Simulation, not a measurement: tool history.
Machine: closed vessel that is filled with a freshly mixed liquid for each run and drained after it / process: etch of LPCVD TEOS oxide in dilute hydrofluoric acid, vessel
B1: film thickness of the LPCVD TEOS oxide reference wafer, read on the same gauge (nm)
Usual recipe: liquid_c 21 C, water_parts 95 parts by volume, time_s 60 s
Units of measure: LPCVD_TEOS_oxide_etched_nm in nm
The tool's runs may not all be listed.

{"run": 1, "hour": 0.0, "liquid_c": 19, "water_parts": 95, "time_s": 80, "B1": 50.05, "LPCVD_TEOS_oxide_etched_nm": 28.21}
{"run": 2, "hour": 33.6, "liquid_c": 23.5, "water_parts": 95, "time_s": 60, "B1": 50, "LPCVD_TEOS_oxide_etched_nm": 25.51}
{"run": 3, "hour": 93.3, "liquid_c": 23.5, "water_parts": 95, "time_s": 60, "B1": 49.98, "LPCVD_TEOS_oxide_etched_nm": 25.39}
{"run": 4, "hour": 156.9, "liquid_c": 19.5, "water_parts": 95, "time_s": 60, "B1": 50.02, "LPCVD_TEOS_oxide_etched_nm": 21.52}
{"run": 5, "hour": 189.2, "liquid_c": 19.5, "water_parts": 95, "time_s": 60, "B1": 50.01, "LPCVD_TEOS_oxide_etched_nm": 21.65}
{"run": 6, "hour": 252.7, "liquid_c": 21, "water_parts": 130, "time_s": 60, "B1": 50.01, "LPCVD_TEOS_oxide_etched_nm": 16.18}
{"run": 7, "hour": 317.5, "liquid_c": 21, "water_parts": 130, "time_s": 60, "B1": 50.01, "LPCVD_TEOS_oxide_etched_nm": 16.29}
{"run": 8, "hour": 350.7, "liquid_c": 21, "water_parts": 130, "time_s": 60, "B1": 49.97, "LPCVD_TEOS_oxide_etched_nm": 16.22}
{"run": 9, "hour": 381.0, "liquid_c": 21, "water_parts": 95, "time_s": 60, "B1": 50.01, "LPCVD_TEOS_oxide_etched_nm": 23.09}
{"run": 10, "hour": 436.9, "liquid_c": 21, "water_parts": 95, "time_s": 60, "B1": 49.98, "LPCVD_TEOS_oxide_etched_nm": 22.91}
{"run": 11, "hour": 468.5, "liquid_c": 21, "water_parts": 95, "time_s": 60, "B1": 49.94, "LPCVD_TEOS_oxide_etched_nm": 23.02}
{"hour": 470.6, "done": "hydrofluoric acid flow meter replaced"}
{"hour": 507.8, "done": "gauge calibrated"}
{"run": 12, "hour": 530.2, "liquid_c": 21, "water_parts": 95, "time_s": 60, "B1": 49.96, "LPCVD_TEOS_oxide_etched_nm": 22.68}
{"run": 13, "hour": 574.3, "liquid_c": 21, "water_parts": 65, "time_s": 60, "B1": 50, "LPCVD_TEOS_oxide_etched_nm": 34.35}
{"run": 14, "hour": 608.5, "liquid_c": 21, "water_parts": 65, "time_s": 60, "B1": 50.01, "LPCVD_TEOS_oxide_etched_nm": 34.4}
{"run": 15, "hour": 639.9, "liquid_c": 21, "water_parts": 65, "time_s": 60, "B1": 49.99, "LPCVD_TEOS_oxide_etched_nm": 34.37}
{"run": 16, "hour": 710.1, "liquid_c": 17, "water_parts": 130, "time_s": 80, "B1": 50.06, "LPCVD_TEOS_oxide_etched_nm": 18.04}
{"run": 17, "hour": 776.7, "liquid_c": 23, "water_parts": 120, "time_s": 75, "B1": 50.03, "LPCVD_TEOS_oxide_etched_nm": 23.71}
{"run": 18, "hour": 836.9, "liquid_c": 21, "water_parts": 95, "time_s": 60, "B1": 49.97, "LPCVD_TEOS_oxide_etched_nm": 22.82}
{"run": 19, "hour": 862.1, "liquid_c": 17, "water_parts": 95, "time_s": 30, "B1": 50.01, "LPCVD_TEOS_oxide_etched_nm": 9.69}
{"run": 20, "hour": 911.1, "liquid_c": 21, "water_parts": 65, "time_s": 60, "B1": 49.99, "LPCVD_TEOS_oxide_etched_nm": 34.62}
{"run": 21, "hour": 949.6, "liquid_c": 23.5, "water_parts": 45, "time_s": 30, "B1": 49.96, "LPCVD_TEOS_oxide_etched_nm": 28.35}
{"run": 22, "hour": 997.5, "liquid_c": 21, "water_parts": 95, "time_s": 60, "B1": 50.01, "LPCVD_TEOS_oxide_etched_nm": 22.84}
{"run": 23, "hour": 1036.9, "liquid_c": 21, "water_parts": 115, "time_s": 60, "B1": 50.02, "LPCVD_TEOS_oxide_etched_nm": 18.36}

Run 24 comes next. What will it give?
{"hour": 1077.8, "done": "thermometer replaced"}
{"run": 24, "hour": 1078.3, "liquid_c": 19.5, "water_parts": 115, "time_s": 60, "B1": "?", "LPCVD_TEOS_oxide_etched_nm": "?"}

{"run 24": {"B1": 50.04, "LPCVD_TEOS_oxide_etched_nm": 17.42}}
With the hidden condition absent and the run-to-run variation left alone, this run would have shown LPCVD_TEOS_oxide_etched_nm 17.24 nm.
